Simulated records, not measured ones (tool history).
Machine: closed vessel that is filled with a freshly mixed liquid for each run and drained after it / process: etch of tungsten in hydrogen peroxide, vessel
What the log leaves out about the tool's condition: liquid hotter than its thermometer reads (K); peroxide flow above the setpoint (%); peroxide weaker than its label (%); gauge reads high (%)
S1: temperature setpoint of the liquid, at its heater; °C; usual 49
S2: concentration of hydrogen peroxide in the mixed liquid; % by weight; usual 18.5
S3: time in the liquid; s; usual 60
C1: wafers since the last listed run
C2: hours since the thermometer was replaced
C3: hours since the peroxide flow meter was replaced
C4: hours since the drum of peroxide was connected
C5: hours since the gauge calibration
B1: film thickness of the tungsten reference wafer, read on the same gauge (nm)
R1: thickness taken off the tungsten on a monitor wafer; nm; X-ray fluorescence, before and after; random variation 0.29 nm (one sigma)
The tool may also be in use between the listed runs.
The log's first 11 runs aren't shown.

run 12 hour=118.8 | S1=49 S2=18.5 S3=60 | C1=819 C2=392.7 C3=1678 C4=319.5 C5=202.1 | B1=69.97 | R1=54.87
run 13 hour=126.2 | S1=49 S2=18.5 S3=60 | C1=962 C2=400.1 C3=1685.4 C4=326.9 C5=209.5 | B1=69.98 | R1=55.02
run 14 hour=133.9 | S1=49 S2=18.5 S3=60 | C1=1001 C2=407.8 C3=1693.1 C4=334.6 C5=217.2 | B1=69.99 | R1=54.86
run 15 hour=147.1 | S1=49 S2=18.5 S3=60 | C1=1716 C2=421 C3=1706.3 C4=347.8 C5=230.4 | B1=70.04 | R1=54.69
run 16 hour=161.4 | S1=54 S2=20 S3=30 | C1=1859 C2=435.3 C3=1720.6 C4=362.1 C5=244.7 | B1=70.04 | R1=38.73
run 17 hour=176.5 | S1=49 S2=17 S3=75 | C1=1963 C2=450.4 C3=1735.7 C4=377.2 C5=259.8 | B1=69.98 | R1=65.36
-- hour=179 gauge calibrated
run 18 hour=185.7 | S1=56 S2=22.5 S3=80 | C1=1196 C2=459.6 C3=1744.9 C4=386.4 C5=6.7 | B1=70 | R1=123
run 19 hour=197.2 | S1=49 S2=18.5 S3=60 | C1=1495 C2=471.1 C3=1756.4 C4=397.9 C5=18.2 | B1=69.99 | R1=55.19
run 20 hour=205 | S1=49 S2=18.5 S3=60 | C1=1014 C2=478.9 C3=1764.2 C4=405.7 C5=26 | B1=70 | R1=54.67
-- hour=213.5 thermometer replaced
-- hour=214.2 peroxide flow meter replaced
run 21 hour=214.7 | S1=49 S2=18.5 S3=60 | C1=1043 C2=1.2 C3=0.5 C4=415.4 C5=35.7 | B1=70 | R1=55.04
-- hour=216.6 new drum of peroxide connected
run 22 hour=263.3 | S1=52 S2=18.5 S3=45 | C1=6190 C2=49.8 C3=49.1 C4=46.7 C5=84.3 | B1=69.96 | R1=50.57
run 23 hour=276.8 | S1=45 S2=18.5 S3=40 | C1=1755 C2=63.3 C3=62.6 C4=60.2 C5=97.8 | B1=69.98 | R1=28.99
run 24 hour=284.9 | S1=41 S2=18.5 S3=60 | C1=1053 C2=71.4 C3=70.7 C4=68.3 C5=105.9 | B1=70 | R1=33.76
run 25 hour=299.3 | S1=41.5 S2=20 S3=50 | C1=1872 C2=85.8 C3=85.1 C4=82.7 C5=120.3 | B1=69.97 | R1=30.53
run 26 hour=310 | S1=53.5 S2=18.5 S3=40 | C1=1391 C2=96.5 C3=95.8 C4=93.4 C5=131 | B1=70.02 | R1=49.07
run 27 hour=326.6 | S1=46.5 S2=23.5 S3=85 | C1=2158 C2=113.1 C3=112.4 C4=110 C5=147.6 | B1=69.99 | R1=77.27
run 28 hour=340.2 | S1=49 S2=17 S3=90 | C1=1768 C2=126.7 C3=126 C4=123.6 C5=161.2 | B1=70.04 | R1=80.46
run 29 hour=353.4 | S1=43 S2=23 S3=80 | C1=1716 C2=139.9 C3=139.2 C4=136.8 C5=174.4 | B1=69.99 | R1=57.34
run 30 hour=367.5 | S1=49 S2=18.5 S3=60 | C1=1833 C2=154 C3=153.3 C4=150.9 C5=188.5 | B1=70.03 | R1=56.4

Consider 4 possible next runs. They are alternatives, not a sequence: every one starts from the tool as it was left by run 30. What does each give?
run A hour=368.2 | S1=49 S2=18.5 S3=60 | C1=91 C2=154.7 C3=154 C4=151.6 C5=189.2 | B1=? | R1=?
run B hour=368.2 | S1=58 S2=16.5 S3=60 | C1=91 C2=154.7 C3=154 C4=151.6 C5=189.2 | B1=? | R1=?
run C hour=368.2 | S1=43.5 S2=14.5 S3=85 | C1=91 C2=154.7 C3=154 C4=151.6 C5=189.2 | B1=? | R1=?
run D hour=368.2 | S1=49 S2=18.5 S3=30 | C1=91 C2=154.7 C3=154 C4=151.6 C5=189.2 | B1=? | R1=?

run=A B1=69.99 R1=55.75
run=B B1=69.99 R1=90.21
run=C B1=69.99 R1=49.56
run=D B1=69.99 R1=27.88
With the hidden condition removed and each run's random variation left untouched, the same runs would have given:
run=A R1=56.62
run=B R1=91.61
run=C R1=50.33
run=D R1=28.31
